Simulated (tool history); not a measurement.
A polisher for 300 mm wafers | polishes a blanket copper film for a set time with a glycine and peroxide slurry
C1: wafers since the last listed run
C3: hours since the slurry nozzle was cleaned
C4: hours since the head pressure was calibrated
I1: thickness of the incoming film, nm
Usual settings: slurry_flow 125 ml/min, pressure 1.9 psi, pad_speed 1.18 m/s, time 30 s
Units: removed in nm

{"run": 1, "hour": 0.0, "slurry_flow": 125, "pressure": 1.9, "pad_speed": 1.18, "time": 30, "C1": 0, "wafers polished on this pad": 1125, "C3": 259.9, "C4": 1226.3, "I1": 2261.5, "removed": 134.1}
{"hour": 12.6, "done": "worn pad replaced by a new one"}
{"run": 2, "hour": 13.3, "slurry_flow": 125, "pressure": 1.9, "pad_speed": 1.18, "time": 30, "C1": 113, "wafers polished on this pad": 9, "C3": 273.2, "C4": 1239.6, "I1": 2333.7, "removed": 131.8}
{"run": 3, "hour": 42.4, "slurry_flow": 125, "pressure": 1.9, "pad_speed": 1.18, "time": 30, "C1": 354, "wafers polished on this pad": 363, "C3": 302.3, "C4": 1268.7, "I1": 2308.2, "removed": 132.5}
{"run": 4, "hour": 73.2, "slurry_flow": 125, "pressure": 1.9, "pad_speed": 1.18, "time": 30, "C1": 375, "wafers polished on this pad": 739, "C3": 333.1, "C4": 1299.5, "I1": 2318.0, "removed": 129.9}
{"run": 5, "hour": 103.1, "slurry_flow": 125, "pressure": 1.9, "pad_speed": 1.18, "time": 30, "C1": 364, "wafers polished on this pad": 1103, "C3": 363.0, "C4": 1329.4, "I1": 2312.6, "removed": 128.7}
{"hour": 114.7, "done": "head pressure recalibrated"}
{"hour": 121.1, "done": "worn pad replaced by a new one"}
{"run": 6, "hour": 127.9, "slurry_flow": 125, "pressure": 1.7, "pad_speed": 1.18, "time": 24, "C1": 229, "wafers polished on this pad": 83, "C3": 387.8, "C4": 13.2, "I1": 2308.8, "removed": 92.3}
{"run": 7, "hour": 153.0, "slurry_flow": 125, "pressure": 1.7, "pad_speed": 1.18, "time": 24, "C1": 305, "wafers polished on this pad": 389, "C3": 412.9, "C4": 38.3, "I1": 2344.7, "removed": 93.0}
{"run": 8, "hour": 168.4, "slurry_flow": 85, "pressure": 2.5, "pad_speed": 1.18, "time": 30, "C1": 187, "wafers polished on this pad": 576, "C3": 428.3, "C4": 53.7, "I1": 2286.8, "removed": 117.2}
{"run": 9, "hour": 185.1, "slurry_flow": 125, "pressure": 1.9, "pad_speed": 1.44, "time": 23, "C1": 203, "wafers polished on this pad": 780, "C3": 445.0, "C4": 70.4, "I1": 2312.4, "removed": 100.7}
{"hour": 187.1, "done": "slurry nozzle cleaned"}
{"run": 10, "hour": 219.6, "slurry_flow": 125, "pressure": 1.9, "pad_speed": 1.18, "time": 30, "C1": 408, "wafers polished on this pad": 1188, "C3": 32.5, "C4": 104.9, "I1": 2320.6, "removed": 140.2}
{"hour": 226.3, "done": "worn pad replaced by a new one"}
{"run": 11, "hour": 238.5, "slurry_flow": 165, "pressure": 1.9, "pad_speed": 1.18, "time": 30, "C1": 181, "wafers polished on this pad": 148, "C3": 51.4, "C4": 123.8, "I1": 2261.4, "removed": 148.3}
{"run": 12, "hour": 261.3, "slurry_flow": 125, "pressure": 1.9, "pad_speed": 0.84, "time": 30, "C1": 277, "wafers polished on this pad": 426, "C3": 74.2, "C4": 146.6, "I1": 2264.7, "removed": 119.2}
{"run": 13, "hour": 293.6, "slurry_flow": 115, "pressure": 1.9, "pad_speed": 1.54, "time": 30, "C1": 393, "wafers polished on this pad": 819, "C3": 106.5, "C4": 178.9, "I1": 2318.5, "removed": 152.8}
{"hour": 312.3, "done": "worn pad replaced by a new one"}
{"run": 14, "hour": 323.1, "slurry_flow": 125, "pressure": 1.6, "pad_speed": 1.18, "time": 26, "C1": 310, "wafers polished on this pad": 131, "C3": 136.0, "C4": 208.4, "I1": 2323.2, "removed": 109.8}

Forecast each of these 5 alternatives for the next run:
{"run": "A", "hour": 323.5, "slurry_flow": 125, "pressure": 1.9, "pad_speed": 1.18, "time": 30, "C1": 4, "wafers polished on this pad": 136, "C3": 136.4, "C4": 208.8, "I1": 2339.1, "removed": "?"}
{"run": "B", "hour": 323.5, "slurry_flow": 125, "pressure": 1.9, "pad_speed": 1.18, "time": 37, "C1": 4, "wafers polished on this pad": 136, "C3": 136.4, "C4": 208.8, "I1": 2339.1, "removed": "?"}
{"run": "C", "hour": 323.5, "slurry_flow": 125, "pressure": 1.9, "pad_speed": 1.18, "time": 26, "C1": 4, "wafers polished on this pad": 136, "C3": 136.4, "C4": 208.8, "I1": 2339.1, "removed": "?"}
{"run": "D", "hour": 323.5, "slurry_flow": 155, "pressure": 1.9, "pad_speed": 1.18, "time": 30, "C1": 4, "wafers polished on this pad": 136, "C3": 136.4, "C4": 208.8, "I1": 2339.1, "removed": "?"}
{"run": "E", "hour": 323.5, "slurry_flow": 125, "pressure": 1.5, "pad_speed": 1.18, "time": 30, "C1": 4, "wafers polished on this pad": 136, "C3": 136.4, "C4": 208.8, "I1": 2339.1, "removed": "?"}

run=A removed=140.4
run=B removed=173.1
run=C removed=121.7
run=D removed=147.2
run=E removed=124.6
Without the tool's hidden state the same runs would have given:
run=A removed=143.5
run=B removed=177.0
run=C removed=124.4
run=D removed=149.9
run=E removed=127.4

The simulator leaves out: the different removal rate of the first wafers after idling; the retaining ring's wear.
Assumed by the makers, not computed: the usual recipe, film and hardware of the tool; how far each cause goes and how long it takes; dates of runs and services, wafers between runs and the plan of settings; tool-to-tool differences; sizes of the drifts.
